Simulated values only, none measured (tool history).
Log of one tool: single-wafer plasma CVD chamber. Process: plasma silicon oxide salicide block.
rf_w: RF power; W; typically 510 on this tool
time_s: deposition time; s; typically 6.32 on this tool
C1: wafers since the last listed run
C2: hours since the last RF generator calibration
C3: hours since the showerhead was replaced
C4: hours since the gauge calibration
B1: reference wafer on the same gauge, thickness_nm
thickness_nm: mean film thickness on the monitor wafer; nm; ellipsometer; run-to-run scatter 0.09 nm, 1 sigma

Run 1, day 0: usual settings; C1 0; C2 1782.1; C3 7173; C4 33.8; B1 71.181. Result: thickness_nm 60.289 nm.
Run 2, day 0.625: usual settings; C1 277; C2 1797.1; C3 7188; C4 48.8; B1 71.148. Result: thickness_nm 60.157 nm.
Run 3, day 1.075: usual settings but time_s 6.73 s; C1 199; C2 1807.9; C3 7198.8; C4 59.6; B1 71.125. Result: thickness_nm 63.946 nm.
Run 4, day 1.388: usual settings but time_s 6.73 s; C1 138; C2 1815.4; C3 7206.3; C4 67.1; B1 71.086. Result: thickness_nm 64.278 nm.
Run 5, day 1.825: usual settings but rf_w 440 W, time_s 6.59 s; C1 194; C2 1825.9; C3 7216.8; C4 77.6; B1 71.059. Result: thickness_nm 58.293 nm.
Run 6, day 2.417: usual settings but rf_w 440 W, time_s 6.59 s; C1 262; C2 1840.1; C3 7231; C4 91.8; B1 71.03. Result: thickness_nm 58.106 nm.
Run 7, day 3.033: usual settings but rf_w 440 W, time_s 6.59 s; C1 273; C2 1854.9; C3 7245.8; C4 106.6; B1 70.962. Result: thickness_nm 58.33 nm.
Run 8, day 3.379: usual settings; C1 153; C2 1863.2; C3 7254.1; C4 114.9; B1 70.97. Result: thickness_nm 60.111 nm.
At day 3.821: RF generator calibrated.
Run 9, day 3.946: usual settings; C1 103; C2 3; C3 7267.7; C4 128.5; B1 70.882. Result: thickness_nm 59.905 nm.
Run 10, day 4.217: usual settings but rf_w 460 W, time_s 5.33 s; C1 120; C2 9.5; C3 7274.2; C4 135; B1 70.892. Result: thickness_nm 48.011 nm.
Run 11, day 4.854: usual settings but rf_w 595 W, time_s 7.16 s; C1 282; C2 24.8; C3 7289.5; C4 150.3; B1 70.85. Result: thickness_nm 72.904 nm.
At day 5.146: gauge calibrated.
At day 5.254: showerhead replaced.
Run 12, day 5.408: usual settings but rf_w 470 W, time_s 7.33 s; C1 97; C2 38.1; C3 3.7; C4 6.3; B1 71.344. Result: thickness_nm 67.312 nm.
Run 13, day 5.708: usual settings but time_s 7.51 s; C1 133; C2 45.3; C3 10.9; C4 13.5; B1 71.325. Result: thickness_nm 71.705 nm.
Run 14, day 6.167: usual settings; C1 203; C2 56.3; C3 21.9; C4 24.5; B1 71.298. Result: thickness_nm 60.225 nm.
Run 15, day 6.904: usual settings but rf_w 550 W, time_s 7.12 s; C1 327; C2 74; C3 39.6; C4 42.2; B1 71.276. Result: thickness_nm 70.43 nm.
Run 16, day 7.392: usual settings but rf_w 550 W; C1 216; C2 85.7; C3 51.3; C4 53.9; B1 71.202. Result: thickness_nm 62.538 nm.
Run 17, day 8.996: usual settings but rf_w 480 W, time_s 7.18 s; C1 711; C2 124.2; C3 89.8; C4 92.4; B1 71.117. Result: thickness_nm 66.22 nm.
Run 18, day 9.421: usual settings but rf_w 605 W, time_s 5.73 s; C1 188; C2 134.4; C3 100; C4 102.6; B1 71.061. Result: thickness_nm 58.924 nm.

Give the tool's hidden conditions for every run:
delivered RF power above the setpoint (%): 0 on each run
H1: gauge reads high (%)
run       H1
  1   -0.151
  2   -0.211
  3   -0.254
  4   -0.284
  5   -0.326
  6   -0.383
  7   -0.442
  8   -0.476
  9    -0.53
 10   -0.556
 11   -0.617
 12   0.0702
 13   0.0414
 14  -0.0026
 15  -0.0734
 16    -0.12
 17   -0.274
 18   -0.315
